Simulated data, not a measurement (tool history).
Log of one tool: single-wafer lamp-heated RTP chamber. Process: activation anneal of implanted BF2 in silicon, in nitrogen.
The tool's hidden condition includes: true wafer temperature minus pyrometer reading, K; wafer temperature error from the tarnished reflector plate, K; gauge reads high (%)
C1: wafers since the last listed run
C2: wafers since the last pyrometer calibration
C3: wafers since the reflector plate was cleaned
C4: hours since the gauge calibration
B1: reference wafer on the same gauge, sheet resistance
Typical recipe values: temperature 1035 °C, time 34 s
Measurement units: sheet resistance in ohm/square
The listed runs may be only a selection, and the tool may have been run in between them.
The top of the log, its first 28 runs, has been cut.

At hour 1331.8: pyrometer window cleaned and pyrometer calibrated.
Run 29, hour 1343.1: usual settings but temperature 1006 °C, time 53 s; C1 713; C2 133; C3 2129; C4 736.4; B1 795.54. Result: sheet resistance 764.76 ohm/square.
Run 30, hour 1396.3: usual settings but temperature 1051 °C; C1 624; C2 757; C3 2753; C4 789.6; B1 795.67. Result: sheet resistance 759.76 ohm/square.
Run 31, hour 1462.0: usual settings but temperature 1052 °C, time 42 s; C1 770; C2 1528; C3 3524; C4 855.3; B1 796.46. Result: sheet resistance 756.90 ohm/square.
Run 32, hour 1528.8: usual settings; C1 783; C2 2312; C3 4308; C4 922.1; B1 796.29. Result: sheet resistance 762.88 ohm/square.
Run 33, hour 1588.8: usual settings but temperature 1023 °C, time 20 s; C1 704; C2 3016; C3 5012; C4 982.1; B1 796.91. Result: sheet resistance 769.98 ohm/square.
Run 34, hour 1648.8: usual settings but temperature 1053 °C, time 49 s; C1 704; C2 3720; C3 5716; C4 1042.1; B1 797.22. Result: sheet resistance 753.90 ohm/square.
Run 35, hour 1681.4: usual settings but temperature 1014 °C, time 38 s; C1 382; C2 4102; C3 6098; C4 1074.7; B1 797.24. Result: sheet resistance 765.11 ohm/square.
Run 36, hour 1728.4: usual settings but temperature 1048 °C, time 43 s; C1 551; C2 4654; C3 6650; C4 1121.7; B1 797.05. Result: sheet resistance 758.55 ohm/square.
Run 37, hour 1786.6: usual settings; C1 682; C2 5337; C3 7333; C4 1179.9; B1 797.11. Result: sheet resistance 763.31 ohm/square.
Run 38, hour 1823.9: usual settings; C1 437; C2 5775; C3 7770; C4 1217.2; B1 797.41. Result: sheet resistance 765.19 ohm/square.

Here are 3 independent what-if runs from the current tool condition. What would each one return?
Run A, hour 1824.3: usual settings; C1 4; C2 5779; C3 7775; C4 1217.6; B1 ?. Result: sheet resistance ?.
Run B, hour 1824.3: usual settings but temperature 1010 °C, time 23 s; C1 4; C2 5779; C3 7775; C4 1217.6; B1 ?. Result: sheet resistance ?.
Run C, hour 1824.3: usual settings but temperature 1025 °C, time 42 s; C1 4; C2 5779; C3 7775; C4 1217.6; B1 ?. Result: sheet resistance ?.

run      B1  sheet resistance
  A  797.15            764.39
  B  797.15            771.62
  C  797.15            763.87
Without the tool's hidden state the same runs would have given:
run  sheet resistance
  A            760.02
  B            767.21
  C            759.50
